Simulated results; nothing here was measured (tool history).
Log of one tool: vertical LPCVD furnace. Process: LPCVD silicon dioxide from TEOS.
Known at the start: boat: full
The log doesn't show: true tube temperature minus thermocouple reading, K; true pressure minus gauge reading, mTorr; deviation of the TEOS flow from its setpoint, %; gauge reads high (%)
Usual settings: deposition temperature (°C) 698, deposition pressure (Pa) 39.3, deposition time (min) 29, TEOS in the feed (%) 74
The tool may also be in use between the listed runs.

run    hour  deposition temperature (°C)  deposition pressure (Pa)  deposition time (min)  TEOS in the feed (%)  wafers since the last listed run  hours since the last temperature calibration  hours since the pressure gauge was zeroed  hours since the TEOS flow controller was replaced  hours since the gauge calibration  read-back reference wafer on the same gauge, thickness  film thickness on the monitor wafer in the middle of the boat (Å)
  1       0                          695                      39.3                     29                    80                                 0                                           8.4                                     3176.4                                              132.2                             2108.4                                                   229.9                                                             2031.4
  2      35                          695                      39.3                     29                    80                               315                                          43.4                                     3211.4                                              167.2                             2143.4                                                  229.48                                                             2023.4
  3   104.1                          695                      39.3                     29                    80                               623                                         112.5                                     3280.5                                              236.3                             2212.5                                                  229.66                                                             2045.6
      140.4  -- gauge calibrated
  4   170.6                          698                      39.3                     29                    74                               600                                           179                                       3347                                              302.8                               30.2                                                  229.73                                                             2126.9
  5   216.9                          698                      39.3                     29                    74                               417                                         225.3                                     3393.3                                              349.1                               76.5                                                  229.96                                                             2121.4
  6   259.4                          698                      39.3                     29                    74                               383                                         267.8                                     3435.8                                              391.6                                119                                                  230.29                                                             2124.6
  7   300.4                          698                      39.3                     29                    74                               370                                         308.8                                     3476.8                                              432.6                                160                                                  230.11                                                             2120.1
  8   338.3                          689                      39.3                     29                    74                               342                                         346.7                                     3514.7                                              470.5                              197.9                                                  230.06                                                             1707.4
  9   363.9                          691                      39.3                     29                    87                               231                                         372.3                                     3540.3                                              496.1                              223.5                                                  229.81                                                               1942
 10   430.7                          698                      39.3                     29                    70                               603                                         439.1                                     3607.1                                              562.9                              290.3                                                  230.25                                                             2047.9
 11   477.4                          689                      39.3                     29                    74                               421                                         485.8                                     3653.8                                              609.6                                337                                                  230.33                                                             1718.7
 12     523                          691                      39.3                     29                    87                               411                                         531.4                                     3699.4                                              655.2                              382.6                                                  230.04                                                             1962.3
      641.1  -- thermocouples replaced and temperature profile calibrated, repeated, since the last time left the tool worse
 13   707.3                          698                      39.3                     29                    74                              1447                                          66.2                                     3883.7                                              839.5                              566.9                                                  230.53                                                             1965.3
 14   768.3                          702                      47.3                     34                    84                               550                                         127.2                                     3944.7                                              900.5                              627.9                                                   230.3                                                             2955.3
 15   818.5                          704                      43.3                     19                    67                               453                                         177.4                                     3994.9                                              950.7                              678.1                                                   229.4                                                             1483.4
 16   867.1                          709                      42.7                   21.5                    74                               438                                           226                                     4043.5                                              999.3                              726.7                                                  229.91                                                             1962.2
 17   937.2                          698                      33.3                     29                    89                               632                                         296.1                                     4113.6                                             1069.4                              796.8                                                  229.84                                                             1988.8
      997.8  -- pressure gauge zeroed
 18  1032.3                          698                      47.3                   33.5                    74                               641                                         391.2                                       34.5                                             1164.5                              891.9                                                   229.9                                                             2492.7
 19  1077.9                          704                      39.3                     36                    74                               411                                         436.8                                       80.1                                             1210.1                              937.5                                                  230.29                                                             2820.9
 20  1127.6                          698                      39.3                     29                    74                               448                                         486.5                                      129.8                                             1259.8                              987.2                                                  229.36                                                             1986.7
 21  1182.8                          698                        44                     29                    87                               498                                         541.7                                        185                                               1315                             1042.4                                                  229.62                                                               2261
 22  1214.2                          687                      39.3                   38.5                    74                               283                                         573.1                                      216.4                                             1346.4                             1073.8                                                  230.17                                                             2028.3
 23  1258.9                          698                        32                     22                    74                               403                                         617.8                                      261.1                                             1391.1                             1118.5                                                  230.15                                                             1341.9
 24  1304.5                          698                      39.3                     29                    74                               411                                         663.4                                      306.7                                             1436.7                             1164.1                                                   229.6                                                             1970.4
 25  1346.5                          708                      31.3                     29                    74                               379                                         705.4                                      348.7                                             1478.7                             1206.1                                                  229.87                                                             2229.2
 26  1407.5                          698                      39.3                     29                    74                               550                                         766.4                                      409.7                                             1539.7                             1267.1                                                  229.88                                                             1978.7
 27  1460.9                          698                      39.3                   37.5                    74                               482                                         819.8                                      463.1                                             1593.1                             1320.5                                                  229.34                                                             2565.4
 28  1502.8                          698                      39.3                     29                    74                               378                                         861.7                                        505                                               1635                             1362.4                                                  229.93                                                             1990.2
 29  1553.7                          706                      42.7                     34                    74                               459                                         912.6                                      555.9                                             1685.9                             1413.3                                                   230.1                                                             2927.8
 30  1598.5                          702                        30                   23.5                    88                               404                                         957.4                                      600.7                                             1730.7                             1458.1                                                  230.14                                                             1695.3
 31  1628.4                          698                      33.3                     29                    74                               269                                         987.3                                      630.6                                             1760.6                               1488                                                  229.53                                                             1829.5
 32    1699                          705                      31.3                   23.5                    60                               637                                        1057.9                                      701.2                                             1831.2                             1558.6                                                     230                                                             1528.7

Forecast each of these 3 alternatives for the next run:
  A  1703.4                          698                        44                     29                    74                                39                                        1062.3                                      705.6                                             1835.6                               1563                                                       ?                                                                  ?
  B  1703.4                          694                      39.3                     25                    74                                39                                        1062.3                                      705.6                                             1835.6                               1563                                                       ?                                                                  ?
  C  1703.4                          701                        48                     26                    89                                39                                        1062.3                                      705.6                                             1835.6                               1563                                                       ?                                                                  ?

run  read-back reference wafer on the same gauge, thickness  film thickness on the monitor wafer in the middle of the boat (Å)
  A                                                  229.82                                                             2115.6
  B                                                  229.82                                                             1570.2
  C                                                  229.82                                                             2329.5
Without the tool's hidden state the same runs would have given:
run  film thickness on the monitor wafer in the middle of the boat (Å)
  A                                                             2077.7
  B                                                             1541.8
  C                                                             2288.1
